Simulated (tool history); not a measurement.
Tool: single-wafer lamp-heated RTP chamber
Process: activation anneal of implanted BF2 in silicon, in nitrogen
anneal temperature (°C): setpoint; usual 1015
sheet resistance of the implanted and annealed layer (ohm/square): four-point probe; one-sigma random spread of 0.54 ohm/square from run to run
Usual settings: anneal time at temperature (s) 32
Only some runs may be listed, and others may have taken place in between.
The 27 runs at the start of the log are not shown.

run,day,anneal temperature (°C),anneal time at temperature (s),"read-back reference wafer on the same gauge, sheet resistance",sheet resistance of the implanted and annealed layer (ohm/square)
# day 58.225: pyrometer window cleaned and pyrometer calibrated
28,58.371,992,50,223.12,251.97
29,60.508,996,32,223.01,253.90
30,62.488,1015,32,223.11,248.27
31,64.538,989,43,222.86,253.59
32,65.571,995,43,222.94,252.03
33,68.092,1023,27,223.01,247.53
34,70.400,1004,39,223.17,249.87
35,72.783,1034,49,223.04,239.91
36,74.517,995,42,222.96,251.48

Forecast each of these 4 alternatives for the next run:
A,74.533,1015,23,?,?
B,74.533,1015,38,?,?
C,74.533,1015,22,?,?
D,74.533,1031,18,?,?

run,"read-back reference wafer on the same gauge, sheet resistance",sheet resistance of the implanted and annealed layer (ohm/square)
A,222.87,250.00
B,222.87,246.23
C,222.87,250.30
D,222.87,248.30
Without the tool's unlogged condition, the same runs would have read:
run,sheet resistance of the implanted and annealed layer (ohm/square)
A,250.76
B,247.07
C,251.06
D,248.97
